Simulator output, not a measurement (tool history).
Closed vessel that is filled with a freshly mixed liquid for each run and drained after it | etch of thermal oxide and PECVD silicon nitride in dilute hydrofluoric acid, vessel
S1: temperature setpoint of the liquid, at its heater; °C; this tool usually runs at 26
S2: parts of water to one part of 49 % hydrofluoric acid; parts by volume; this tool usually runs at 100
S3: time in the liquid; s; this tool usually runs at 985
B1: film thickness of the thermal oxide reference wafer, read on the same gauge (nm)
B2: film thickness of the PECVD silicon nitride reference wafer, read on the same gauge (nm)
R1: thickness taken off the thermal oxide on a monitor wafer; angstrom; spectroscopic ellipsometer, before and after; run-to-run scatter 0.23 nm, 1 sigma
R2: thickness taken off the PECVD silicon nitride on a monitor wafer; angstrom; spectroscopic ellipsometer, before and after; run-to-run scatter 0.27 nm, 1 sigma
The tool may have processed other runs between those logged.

{"run": 1, "hour": 0.0, "S1": 26, "S2": 90, "S3": 1245, "B1": 30, "B2": 29.99, "R1": 745.2, "R2": 736.1}
{"run": 2, "hour": 90.3, "S1": 26, "S2": 100, "S3": 985, "B1": 30.02, "B2": 30.02, "R1": 524.9, "R2": 526.1}
{"run": 3, "hour": 186.2, "S1": 26, "S2": 100, "S3": 985, "B1": 30.02, "B2": 30.01, "R1": 520.3, "R2": 522.5}
{"run": 4, "hour": 279.8, "S1": 26, "S2": 100, "S3": 985, "B1": 29.97, "B2": 30, "R1": 523.4, "R2": 525.6}
{"hour": 281.3, "done": "gauge calibrated"}
{"run": 5, "hour": 351.4, "S1": 26, "S2": 100, "S3": 985, "B1": 30.01, "B2": 29.97, "R1": 518.7, "R2": 527}
{"hour": 397.1, "done": "hydrofluoric acid flow meter replaced"}
{"run": 6, "hour": 437.4, "S1": 26, "S2": 100, "S3": 985, "B1": 30, "B2": 29.98, "R1": 526.3, "R2": 523.7}
{"run": 7, "hour": 485.0, "S1": 26, "S2": 100, "S3": 985, "B1": 29.99, "B2": 30, "R1": 524.6, "R2": 526.2}
{"run": 8, "hour": 530.6, "S1": 26, "S2": 85, "S3": 985, "B1": 29.99, "B2": 30.01, "R1": 624.7, "R2": 619}
{"run": 9, "hour": 608.6, "S1": 28, "S2": 130, "S3": 1140, "B1": 29.99, "B2": 30, "R1": 481.4, "R2": 527.1}
{"hour": 676.9, "done": "thermometer replaced"}
{"run": 10, "hour": 711.1, "S1": 24.5, "S2": 100, "S3": 495, "B1": 30, "B2": 30, "R1": 248, "R2": 239}
{"run": 11, "hour": 793.0, "S1": 28, "S2": 100, "S3": 415, "B1": 30.02, "B2": 29.99, "R1": 237.9, "R2": 252.3}
{"run": 12, "hour": 868.0, "S1": 27.5, "S2": 135, "S3": 1495, "B1": 29.99, "B2": 30, "R1": 595.6, "R2": 646.9}
{"run": 13, "hour": 975.0, "S1": 26, "S2": 100, "S3": 985, "B1": 30.02, "B2": 29.97, "R1": 519.1, "R2": 523.5}
{"run": 14, "hour": 1072.7, "S1": 29, "S2": 100, "S3": 1330, "B1": 29.98, "B2": 29.99, "R1": 791.2, "R2": 857.3}
{"run": 15, "hour": 1177.1, "S1": 21.5, "S2": 80, "S3": 695, "B1": 29.99, "B2": 30.01, "R1": 392.1, "R2": 343.9}
{"run": 16, "hour": 1405.8, "S1": 23.5, "S2": 55, "S3": 1215, "B1": 29.98, "B2": 30.01, "R1": 1121.4, "R2": 989.4}
{"run": 17, "hour": 1651.7, "S1": 26, "S2": 100, "S3": 985, "B1": 30.01, "B2": 30.01, "R1": 524.2, "R2": 527.6}

For run 18, what comes out?
{"run": 18, "hour": 1717.8, "S1": 26, "S2": 75, "S3": 985, "B1": "?", "B2": "?", "R1": "?", "R2": "?"}

{"run 18": {"B1": 29.99, "B2": 29.99, "R1": 715.2, "R2": 693.5}}
With no hidden state in the tool, this same run would have given R1 715.2 angstrom, R2 693.5 angstrom.

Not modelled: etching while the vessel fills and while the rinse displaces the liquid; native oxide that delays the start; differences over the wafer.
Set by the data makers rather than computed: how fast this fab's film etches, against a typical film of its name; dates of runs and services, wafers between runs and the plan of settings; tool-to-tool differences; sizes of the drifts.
